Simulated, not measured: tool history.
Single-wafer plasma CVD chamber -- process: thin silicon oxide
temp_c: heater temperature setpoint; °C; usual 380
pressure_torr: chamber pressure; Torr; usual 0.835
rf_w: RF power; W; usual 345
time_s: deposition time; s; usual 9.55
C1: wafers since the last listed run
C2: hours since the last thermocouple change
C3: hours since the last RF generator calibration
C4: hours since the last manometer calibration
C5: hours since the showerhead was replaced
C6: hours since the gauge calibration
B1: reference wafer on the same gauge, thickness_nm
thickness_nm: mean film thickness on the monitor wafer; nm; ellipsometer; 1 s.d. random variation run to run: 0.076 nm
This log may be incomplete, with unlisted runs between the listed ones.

run 1 hour=0 | temp_c=383 pressure_torr=0.835 rf_w=345 time_s=9.55 | C1=0 C2=115.1 C3=624.3 C4=696.9 C5=2534 C6=932.8 | B1=19.976 | thickness_nm=19.619
run 2 hour=95.1 | temp_c=380 pressure_torr=0.835 rf_w=345 time_s=9.55 | C1=2939 C2=210.2 C3=719.4 C4=792 C5=2629.1 C6=1027.9 | B1=19.964 | thickness_nm=19.416
run 3 hour=194.3 | temp_c=380 pressure_torr=0.835 rf_w=345 time_s=9.55 | C1=3065 C2=309.4 C3=818.6 C4=891.2 C5=2728.3 C6=1127.1 | B1=19.913 | thickness_nm=19.462
run 4 hour=238.2 | temp_c=380 pressure_torr=0.835 rf_w=345 time_s=9.55 | C1=1356 C2=353.3 C3=862.5 C4=935.1 C5=2772.2 C6=1171 | B1=19.899 | thickness_nm=19.516
run 5 hour=314.3 | temp_c=380 pressure_torr=0.835 rf_w=345 time_s=9.55 | C1=2351 C2=429.4 C3=938.6 C4=1011.2 C5=2848.3 C6=1247.1 | B1=19.913 | thickness_nm=19.321
run 6 hour=389.1 | temp_c=380 pressure_torr=0.835 rf_w=345 time_s=9.55 | C1=2311 C2=504.2 C3=1013.4 C4=1086 C5=2923.1 C6=1321.9 | B1=19.874 | thickness_nm=19.444
run 7 hour=453.4 | temp_c=380 pressure_torr=0.835 rf_w=345 time_s=10.05 | C1=1987 C2=568.5 C3=1077.7 C4=1150.3 C5=2987.4 C6=1386.2 | B1=19.862 | thickness_nm=20.309
run 8 hour=551.9 | temp_c=380 pressure_torr=0.877 rf_w=345 time_s=9.55 | C1=3044 C2=667 C3=1176.2 C4=1248.8 C5=3085.9 C6=1484.7 | B1=19.825 | thickness_nm=20.345
run 9 hour=649.4 | temp_c=380 pressure_torr=0.877 rf_w=345 time_s=9.55 | C1=3013 C2=764.5 C3=1273.7 C4=1346.3 C5=3183.4 C6=1582.2 | B1=19.794 | thickness_nm=20.291
run 10 hour=797.2 | temp_c=380 pressure_torr=0.877 rf_w=345 time_s=9.55 | C1=4567 C2=912.3 C3=1421.5 C4=1494.1 C5=3331.2 C6=1730 | B1=19.745 | thickness_nm=19.967
run 11 hour=848.2 | temp_c=374 pressure_torr=0.835 rf_w=380 time_s=9.55 | C1=1576 C2=963.3 C3=1472.5 C4=1545.1 C5=3382.2 C6=1781 | B1=19.711 | thickness_nm=19.66
-- hour=879 showerhead replaced
run 12 hour=924.8 | temp_c=380 pressure_torr=0.954 rf_w=345 time_s=9.55 | C1=2120 C2=1039.9 C3=1549.1 C4=1621.7 C5=45.8 C6=1857.6 | B1=19.716 | thickness_nm=21.61
run 13 hour=978.5 | temp_c=380 pressure_torr=0.954 rf_w=345 time_s=9.55 | C1=1659 C2=1093.6 C3=1602.8 C4=1675.4 C5=99.5 C6=1911.3 | B1=19.669 | thickness_nm=21.625
-- hour=1094.8 RF generator calibrated
run 14 hour=1261 | temp_c=374 pressure_torr=0.98 rf_w=385 time_s=9.55 | C1=8483 C2=1376.1 C3=166.2 C4=1957.9 C5=382 C6=2193.8 | B1=19.535 | thickness_nm=22.545
run 15 hour=1529 | temp_c=394 pressure_torr=1.02 rf_w=345 time_s=9.55 | C1=8282 C2=1644.1 C3=434.2 C4=2225.9 C5=650 C6=2461.8 | B1=19.431 | thickness_nm=22.183
-- hour=1570.4 capacitance manometer re-zeroed and calibrated
run 16 hour=1632.8 | temp_c=380 pressure_torr=0.686 rf_w=365 time_s=9.55 | C1=2960 C2=1747.9 C3=538 C4=62.4 C5=753.8 C6=2565.6 | B1=19.352 | thickness_nm=15.658
-- hour=1660.5 thermocouple changed; heater temperature recalibrated
run 17 hour=1724.9 | temp_c=391 pressure_torr=0.835 rf_w=290 time_s=9.55 | C1=2599 C2=64.4 C3=630.1 C4=154.5 C5=845.9 C6=2657.7 | B1=19.305 | thickness_nm=18.215
-- hour=1793.4 gauge calibrated
run 18 hour=1804.5 | temp_c=380 pressure_torr=0.916 rf_w=345 time_s=9.55 | C1=2460 C2=144 C3=709.7 C4=234.1 C5=925.5 C6=11.1 | B1=19.977 | thickness_nm=21.274
run 19 hour=1886.2 | temp_c=380 pressure_torr=0.835 rf_w=345 time_s=10.93 | C1=2525 C2=225.7 C3=791.4 C4=315.8 C5=1007.2 C6=92.8 | B1=19.971 | thickness_nm=22.282

Predict the results of run 20:
run 20 hour=1962.3 | temp_c=389 pressure_torr=0.835 rf_w=345 time_s=8.55 | C1=2351 C2=301.8 C3=867.5 C4=391.9 C5=1083.3 C6=168.9 | B1=? | thickness_nm=?

{"run 20": {"B1": 19.965, "thickness_nm": 17.442}}
Were there no unlogged condition in the tool, this run, its random variation unchanged, would have produced thickness_nm 17.469 nm.
